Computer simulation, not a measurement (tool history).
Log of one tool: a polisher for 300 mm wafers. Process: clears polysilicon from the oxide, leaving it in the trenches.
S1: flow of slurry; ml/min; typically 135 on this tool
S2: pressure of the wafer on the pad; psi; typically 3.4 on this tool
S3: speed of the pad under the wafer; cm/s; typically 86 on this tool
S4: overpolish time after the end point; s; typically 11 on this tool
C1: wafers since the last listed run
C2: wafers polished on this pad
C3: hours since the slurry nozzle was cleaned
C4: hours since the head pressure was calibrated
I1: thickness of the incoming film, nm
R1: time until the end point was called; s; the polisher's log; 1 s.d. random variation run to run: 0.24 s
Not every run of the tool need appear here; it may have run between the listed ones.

| run | hour | S1 | S2 | S3 | S4 | C1 | C2 | C3 | C4 | I1 | R1 |
|---|---|---|---|---|---|---|---|---|---|---|---|
| 1 | 0.0 | 160 | 4.2 | 86 | 11 | 0 | 54 | 623.9 | 511.9 | 375.3 | 19.9 |
| 2 | 15.9 | 150 | 3.4 | 86 | 11 | 238 | 293 | 639.8 | 527.8 | 380.9 | 25.0 |
| 3 | 23.8 | 150 | 3.4 | 86 | 11 | 118 | 411 | 647.7 | 535.7 | 371.8 | 24.7 |
| 4 | 35.9 | 165 | 3.8 | 86 | 11 | 181 | 592 | 659.8 | 547.8 | 373.8 | 21.8 |
| 5 | 52.9 | 165 | 3.8 | 86 | 11 | 254 | 847 | 676.8 | 564.8 | 374.9 | 21.9 |
|  | 78.2 | worn pad replaced by a new one |
| 6 | 78.9 | 165 | 3.8 | 86 | 11 | 329 | 9 | 702.8 | 590.8 | 379.6 | 21.5 |
| 7 | 96.0 | 135 | 4.2 | 86 | 11 | 256 | 266 | 719.9 | 607.9 | 374.0 | 21.1 |
| 8 | 109.1 | 135 | 4.2 | 86 | 11 | 196 | 462 | 733.0 | 621.0 | 380.2 | 21.6 |
| 9 | 125.7 | 135 | 3.4 | 86 | 11 | 248 | 711 | 749.6 | 637.6 | 383.7 | 26.3 |
|  | 147.5 | head pressure recalibrated |
|  | 164.8 | worn pad replaced by a new one |
| 10 | 176.5 | 115 | 3.4 | 108 | 11 | 671 | 175 | 800.4 | 29.0 | 372.8 | 21.5 |
|  | 217.4 | slurry nozzle cleaned |
| 11 | 228.7 | 180 | 3.4 | 100 | 11 | 767 | 942 | 11.3 | 81.2 | 379.0 | 18.5 |
|  | 243.1 | worn pad replaced by a new one |
| 12 | 244.8 | 110 | 4.4 | 98 | 14 | 181 | 25 | 27.4 | 97.3 | 379.6 | 16.7 |
| 13 | 260.5 | 150 | 3.4 | 86 | 11 | 235 | 260 | 43.1 | 113.0 | 385.2 | 22.9 |
| 14 | 278.0 | 100 | 4.2 | 86 | 8 | 262 | 523 | 60.6 | 130.5 | 372.3 | 19.8 |
| 15 | 285.0 | 155 | 3.0 | 62 | 11 | 104 | 628 | 67.6 | 137.5 | 384.1 | 35.3 |
| 16 | 302.1 | 135 | 3.4 | 86 | 11 | 256 | 884 | 84.7 | 154.6 | 381.1 | 23.5 |
| 17 | 311.9 | 135 | 3.4 | 86 | 11 | 146 | 1031 | 94.5 | 164.4 | 377.2 | 23.4 |
|  | 322.7 | worn pad replaced by a new one |
| 18 | 348.3 | 135 | 3.4 | 86 | 8 | 485 | 383 | 130.9 | 200.8 | 381.2 | 23.6 |
| 19 | 361.7 | 180 | 3.4 | 86 | 11 | 200 | 584 | 144.3 | 214.2 | 375.7 | 22.2 |
| 20 | 371.0 | 125 | 3.8 | 86 | 13 | 139 | 723 | 153.6 | 223.5 | 380.7 | 22.1 |
| 21 | 382.8 | 135 | 3.4 | 74 | 11 | 176 | 900 | 165.4 | 235.3 | 384.9 | 28.3 |

Branching from run 21: 5 alternative next runs. What would each branch give?
| A | 383.2 | 135 | 3.4 | 98 | 11 | 5 | 906 | 165.8 | 235.7 | 385.2 | ? |
| B | 383.2 | 100 | 3.4 | 86 | 15 | 5 | 906 | 165.8 | 235.7 | 385.2 | ? |
| C | 383.2 | 135 | 3.4 | 86 | 5 | 5 | 906 | 165.8 | 235.7 | 385.2 | ? |
| D | 383.2 | 120 | 4.5 | 60 | 15 | 5 | 906 | 165.8 | 235.7 | 385.2 | ? |
| E | 383.2 | 160 | 3.4 | 74 | 16 | 5 | 906 | 165.8 | 235.7 | 385.2 | ? |

| run | R1 |
|---|---|
| A | 21.1 |
| B | 26.1 |
| C | 24.0 |
| D | 27.4 |
| E | 26.9 |
What these runs would have given with no unlogged condition in the tool:
| run | R1 |
|---|---|
| A | 20.0 |
| B | 24.4 |
| C | 22.8 |
| D | 25.9 |
| E | 25.8 |
